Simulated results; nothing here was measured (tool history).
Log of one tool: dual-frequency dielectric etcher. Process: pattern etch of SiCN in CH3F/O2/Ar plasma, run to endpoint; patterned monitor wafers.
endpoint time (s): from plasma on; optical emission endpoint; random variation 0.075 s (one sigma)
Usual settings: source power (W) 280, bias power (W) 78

run,hour,source power (W),bias power (W),"incoming incoming film thickness, nm",endpoint time (s)
1,0,280,78,8.59,24
2,86.4,280,78,8.63,24.4
3,142.8,280,78,8.66,24.6
4,242.8,280,90,8.65,23.4
5,324.1,280,90,8.62,23.5
6,407.4,280,90,8.67,23.7
# hour 471.1: wet clean of the chamber
7,510.1,310,93,8.59,22.1
8,580.6,310,93,8.65,22.4
# hour 619.5: bias power generator calibrated
9,662.7,320,65,8.66,25.2
10,739.7,230,78,8.69,26.1
# hour 800.9: upper electrode replaced
11,801.4,240,71,8.61,26.7
# hour 849: wet clean of the chamber
12,882.5,240,78,8.65,25.7
# hour 949.5: source power generator calibrated
13,975.1,320,78,8.56,23.5
14,1045,340,60,8.77,25.9
15,1116.3,310,85,8.66,23.4
16,1202,280,78,8.58,24.6

Forecast each of these 5 alternatives for the next run:
A,1202.4,280,78,8.56,?
B,1202.4,280,87,8.56,?
C,1202.4,220,78,8.56,?
D,1202.4,260,91,8.56,?
E,1202.4,280,97,8.56,?

run,endpoint time (s)
A,24.5
B,23.6
C,26.2
D,23.7
E,22.6
Without the tool's hidden state the same runs would have given:
run,endpoint time (s)
A,24.1
B,23.1
C,25.7
D,23.2
E,22.2

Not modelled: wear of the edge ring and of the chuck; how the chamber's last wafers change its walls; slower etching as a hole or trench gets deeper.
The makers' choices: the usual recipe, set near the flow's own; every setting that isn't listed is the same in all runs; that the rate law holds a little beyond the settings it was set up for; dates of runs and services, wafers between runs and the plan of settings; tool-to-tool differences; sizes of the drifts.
